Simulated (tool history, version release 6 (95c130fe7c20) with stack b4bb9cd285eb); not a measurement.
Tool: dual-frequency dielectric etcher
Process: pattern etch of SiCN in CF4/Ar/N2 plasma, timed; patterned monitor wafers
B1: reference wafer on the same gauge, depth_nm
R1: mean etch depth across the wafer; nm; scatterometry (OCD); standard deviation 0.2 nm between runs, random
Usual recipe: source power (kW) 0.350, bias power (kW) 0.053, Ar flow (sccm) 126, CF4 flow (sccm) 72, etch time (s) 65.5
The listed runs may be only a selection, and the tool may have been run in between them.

run 1 hour=0.0 | source_power_(kW)=0.350 bias_power_(kW)=0.053 Ar_flow_(sccm)=126 CF4_flow_(sccm)=72 etch_time_(s)=65.5 | B1=33.80 | R1=37.09
run 2 hour=6.6 | source_power_(kW)=0.350 bias_power_(kW)=0.053 Ar_flow_(sccm)=126 CF4_flow_(sccm)=72 etch_time_(s)=65.5 | B1=33.74 | R1=37.13
run 3 hour=22.5 | source_power_(kW)=0.350 bias_power_(kW)=0.053 Ar_flow_(sccm)=126 CF4_flow_(sccm)=72 etch_time_(s)=65.5 | B1=33.85 | R1=37.03
run 4 hour=34.7 | source_power_(kW)=0.350 bias_power_(kW)=0.053 Ar_flow_(sccm)=126 CF4_flow_(sccm)=72 etch_time_(s)=65.5 | B1=33.73 | R1=36.97
-- hour=69.0 upper electrode replaced, of another model than before
run 5 hour=69.5 | source_power_(kW)=0.350 bias_power_(kW)=0.061 Ar_flow_(sccm)=126 CF4_flow_(sccm)=72 etch_time_(s)=65.5 | B1=33.83 | R1=37.85
run 6 hour=69.8 | source_power_(kW)=0.350 bias_power_(kW)=0.053 Ar_flow_(sccm)=126 CF4_flow_(sccm)=72 etch_time_(s)=65.5 | B1=33.86 | R1=37.13
run 7 hour=75.6 | source_power_(kW)=0.350 bias_power_(kW)=0.053 Ar_flow_(sccm)=126 CF4_flow_(sccm)=72 etch_time_(s)=65.5 | B1=33.82 | R1=36.79
run 8 hour=89.0 | source_power_(kW)=0.350 bias_power_(kW)=0.053 Ar_flow_(sccm)=126 CF4_flow_(sccm)=72 etch_time_(s)=65.5 | B1=33.77 | R1=36.97
-- hour=100.2 CF4 flow controller replaced
-- hour=116.6 gauge calibrated
-- hour=119.1 wet clean of the chamber
run 9 hour=119.6 | source_power_(kW)=0.350 bias_power_(kW)=0.053 Ar_flow_(sccm)=126 CF4_flow_(sccm)=72 etch_time_(s)=65.5 | B1=33.81 | R1=38.90
run 10 hour=120.0 | source_power_(kW)=0.380 bias_power_(kW)=0.053 Ar_flow_(sccm)=126 CF4_flow_(sccm)=72 etch_time_(s)=65.5 | B1=33.77 | R1=41.58
run 11 hour=120.3 | source_power_(kW)=0.350 bias_power_(kW)=0.053 Ar_flow_(sccm)=126 CF4_flow_(sccm)=72 etch_time_(s)=65.5 | B1=33.78 | R1=38.45
run 12 hour=130.5 | source_power_(kW)=0.410 bias_power_(kW)=0.053 Ar_flow_(sccm)=126 CF4_flow_(sccm)=72 etch_time_(s)=65.5 | B1=33.81 | R1=43.74
-- hour=136.4 bias power generator calibrated
-- hour=139.7 source power generator calibrated
run 13 hour=145.1 | source_power_(kW)=0.350 bias_power_(kW)=0.041 Ar_flow_(sccm)=147 CF4_flow_(sccm)=63 etch_time_(s)=71.0 | B1=33.81 | R1=37.29
run 14 hour=166.6 | source_power_(kW)=0.350 bias_power_(kW)=0.053 Ar_flow_(sccm)=126 CF4_flow_(sccm)=60 etch_time_(s)=85.0 | B1=33.73 | R1=48.76
-- hour=179.4 Ar flow controller replaced
run 15 hour=179.9 | source_power_(kW)=0.350 bias_power_(kW)=0.053 Ar_flow_(sccm)=126 CF4_flow_(sccm)=72 etch_time_(s)=65.5 | B1=33.78 | R1=38.30
run 16 hour=185.7 | source_power_(kW)=0.350 bias_power_(kW)=0.046 Ar_flow_(sccm)=108 CF4_flow_(sccm)=64 etch_time_(s)=73.0 | B1=33.81 | R1=41.83
run 17 hour=194.4 | source_power_(kW)=0.270 bias_power_(kW)=0.053 Ar_flow_(sccm)=126 CF4_flow_(sccm)=72 etch_time_(s)=65.5 | B1=33.80 | R1=31.23
run 18 hour=203.9 | source_power_(kW)=0.350 bias_power_(kW)=0.053 Ar_flow_(sccm)=126 CF4_flow_(sccm)=72 etch_time_(s)=65.5 | B1=33.81 | R1=38.47
run 19 hour=214.9 | source_power_(kW)=0.350 bias_power_(kW)=0.053 Ar_flow_(sccm)=126 CF4_flow_(sccm)=72 etch_time_(s)=65.5 | B1=33.77 | R1=38.43
run 20 hour=231.0 | source_power_(kW)=0.280 bias_power_(kW)=0.041 Ar_flow_(sccm)=126 CF4_flow_(sccm)=72 etch_time_(s)=76.0 | B1=33.72 | R1=35.20

5 options for the next run, each taken on its own from the tool as it stands now. Forecast them:
run A hour=231.4 | source_power_(kW)=0.350 bias_power_(kW)=0.053 Ar_flow_(sccm)=126 CF4_flow_(sccm)=72 etch_time_(s)=65.5 | B1=? | R1=?
run B hour=231.4 | source_power_(kW)=0.320 bias_power_(kW)=0.053 Ar_flow_(sccm)=150 CF4_flow_(sccm)=58 etch_time_(s)=70.5 | B1=? | R1=?
run C hour=231.4 | source_power_(kW)=0.350 bias_power_(kW)=0.053 Ar_flow_(sccm)=113 CF4_flow_(sccm)=67 etch_time_(s)=57.5 | B1=? | R1=?
run D hour=231.4 | source_power_(kW)=0.350 bias_power_(kW)=0.053 Ar_flow_(sccm)=126 CF4_flow_(sccm)=72 etch_time_(s)=72.0 | B1=? | R1=?
run E hour=231.4 | source_power_(kW)=0.310 bias_power_(kW)=0.053 Ar_flow_(sccm)=126 CF4_flow_(sccm)=72 etch_time_(s)=65.5 | B1=? | R1=?

run=A B1=33.78 R1=38.44
run=B B1=33.78 R1=36.04
run=C B1=33.78 R1=33.99
run=D B1=33.78 R1=42.25
run=E B1=33.78 R1=34.98
What these runs would have given with no unlogged condition in the tool:
run=A R1=38.84
run=B R1=36.42
run=C R1=34.35
run=D R1=42.69
run=E R1=35.34

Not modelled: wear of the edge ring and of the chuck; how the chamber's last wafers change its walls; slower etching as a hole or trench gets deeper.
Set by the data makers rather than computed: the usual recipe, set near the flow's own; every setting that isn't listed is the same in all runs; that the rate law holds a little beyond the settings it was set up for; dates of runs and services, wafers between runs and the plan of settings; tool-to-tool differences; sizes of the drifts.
